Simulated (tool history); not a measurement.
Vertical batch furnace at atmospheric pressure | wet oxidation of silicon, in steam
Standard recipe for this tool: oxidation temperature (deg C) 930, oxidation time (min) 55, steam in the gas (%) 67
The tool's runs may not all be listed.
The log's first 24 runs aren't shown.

run     day  oxidation temperature (deg C)  oxidation time (min)  steam in the gas (%)  wafers since the last listed run  hours since the last temperature calibration  hours since the steam generator was serviced  hours since the gauge calibration  read-back reference wafer on the same gauge, thickness  oxide thickness on the monitor wafer (Å)
 25  14.208                            930                    55                    67                                72                                         225.5                                          15.1                              143.5                                                  245.68                                    2418.7
 26  15.008                            930                  30.5                    67                               285                                         244.7                                          34.3                              162.7                                                  245.95                                    1645.4
 27  15.442                            930                    73                    67                               154                                         255.1                                          44.7                              173.1                                                  246.02                                    2914.9
 28  15.904                            941                  36.5                    63                               164                                         266.2                                          55.8                              184.2                                                     246                                    1933.8
 29  16.579                            909                  38.5                    67                               240                                         282.4                                            72                              200.4                                                  246.13                                    1611.7
 30  17.275                            930                    55                    67                               247                                         299.1                                          88.7                              217.1                                                  246.07                                    2415.4
 31  17.879                            948                  31.5                    67                               215                                         313.6                                         103.2                              231.6                                                  246.25                                    1925.1
 32  18.421                            930                    47                    67                               192                                         326.6                                         116.2                              244.6                                                   245.8                                    2179.7
 33  18.925                            942                    55                    75                               179                                         338.7                                         128.3                              256.7                                                  245.89                                    2844.3
 34    19.3                            910                    55                    67                               133                                         347.7                                         137.3                              265.7                                                  245.99                                    2064.3
 35  19.883                            950                    47                    72                               207                                         361.7                                         151.3                              279.7                                                  246.24                                    2648.5
 36  20.625                            930                    40                    62                               264                                         379.5                                         169.1                              297.5                                                  245.87                                    1857.4
 37  21.275                            910                    55                    74                               231                                         395.1                                         184.7                              313.1                                                  246.07                                    2205.6
 38  21.683                            951                    55                    60                               145                                         404.9                                         194.5                              322.9                                                  246.06                                    2631.4
 39  22.079                            943                    41                    62                               141                                         414.4                                           204                              332.4                                                  245.92                                    2084.6

Here are 3 independent what-if runs from the current tool condition. What would each one return?
  A  22.288                            937                    55                    67                                74                                         419.4                                           209                              337.4                                                       ?                                         ?
  B  22.288                            945                    55                    67                                74                                         419.4                                           209                              337.4                                                       ?                                         ?
  C  22.288                            937                  32.5                    67                                74                                         419.4                                           209                              337.4                                                       ?                                         ?

run  read-back reference wafer on the same gauge, thickness  oxide thickness on the monitor wafer (Å)
  A                                                  245.79                                    2546.1
  B                                                  245.79                                    2700.4
  C                                                  245.79                                    1802.3
With the hidden condition removed and each run's random variation left untouched, the same runs would have given:
run  oxide thickness on the monitor wafer (Å)
  A                                    2554.4
  B                                    2709.1
  C                                      1808
